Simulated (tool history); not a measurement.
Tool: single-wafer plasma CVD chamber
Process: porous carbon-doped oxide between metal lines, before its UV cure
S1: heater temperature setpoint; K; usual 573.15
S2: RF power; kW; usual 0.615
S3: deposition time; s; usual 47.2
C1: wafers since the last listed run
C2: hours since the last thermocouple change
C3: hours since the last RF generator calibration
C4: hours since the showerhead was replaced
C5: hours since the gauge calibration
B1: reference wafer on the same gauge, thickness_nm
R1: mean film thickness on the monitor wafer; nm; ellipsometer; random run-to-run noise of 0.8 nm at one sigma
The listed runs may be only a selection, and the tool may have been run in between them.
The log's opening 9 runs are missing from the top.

Run 10, hour 420.6: usual settings but S2 0.575 kW; C1 532; C2 198.2; C3 1038.7; C4 6327.2; C5 787.3; B1 317.186. Result: R1 276.929 nm.
Run 11, hour 465.2: usual settings; C1 606; C2 242.8; C3 1083.3; C4 6371.8; C5 831.9; B1 316.994. Result: R1 293.063 nm.
Run 12, hour 519.1: usual settings; C1 732; C2 296.7; C3 1137.2; C4 6425.7; C5 885.8; B1 316.934. Result: R1 293.664 nm.
Run 13, hour 574.9: usual settings; C1 758; C2 352.5; C3 1193.0; C4 6481.5; C5 941.6; B1 317.100. Result: R1 294.468 nm.
Run 14, hour 629.1: usual settings but S2 0.665 kW; C1 736; C2 406.7; C3 1247.2; C4 6535.7; C5 995.8; B1 316.669. Result: R1 312.803 nm.
Run 15, hour 773.7: usual settings but S2 0.665 kW; C1 1965; C2 551.3; C3 1391.8; C4 6680.3; C5 1140.4; B1 316.885. Result: R1 316.145 nm.
Run 16, hour 844.2: usual settings but S3 53.8 s; C1 958; C2 621.8; C3 1462.3; C4 6750.8; C5 1210.9; B1 317.071. Result: R1 335.327 nm.
Run 17, hour 903.2: usual settings but S2 0.675 kW; C1 801; C2 680.8; C3 1521.3; C4 6809.8; C5 1269.9; B1 316.723. Result: R1 322.258 nm.
Run 18, hour 1038.8: usual settings but S2 0.545 kW, S3 38.5 s; C1 1842; C2 816.4; C3 1656.9; C4 6945.4; C5 1405.5; B1 317.373. Result: R1 218.214 nm.
Run 19, hour 1104.9: usual settings; C1 898; C2 882.5; C3 1723.0; C4 7011.5; C5 1471.6; B1 317.168. Result: R1 297.024 nm.
Run 20, hour 1162.6: usual settings; C1 784; C2 940.2; C3 1780.7; C4 7069.2; C5 1529.3; B1 317.141. Result: R1 299.405 nm.

Estimate the outcome of run 21 from the log above:
Run 21, hour 1215.4: usual settings but S1 567.15 K; C1 717; C2 993.0; C3 1833.5; C4 7122.0; C5 1582.1; B1 ?. Result: R1 ?.

Run 21 measured B1 316.997, R1 309.318 nm.
Without the tool's hidden state the same run would have given R1 303.135 nm.

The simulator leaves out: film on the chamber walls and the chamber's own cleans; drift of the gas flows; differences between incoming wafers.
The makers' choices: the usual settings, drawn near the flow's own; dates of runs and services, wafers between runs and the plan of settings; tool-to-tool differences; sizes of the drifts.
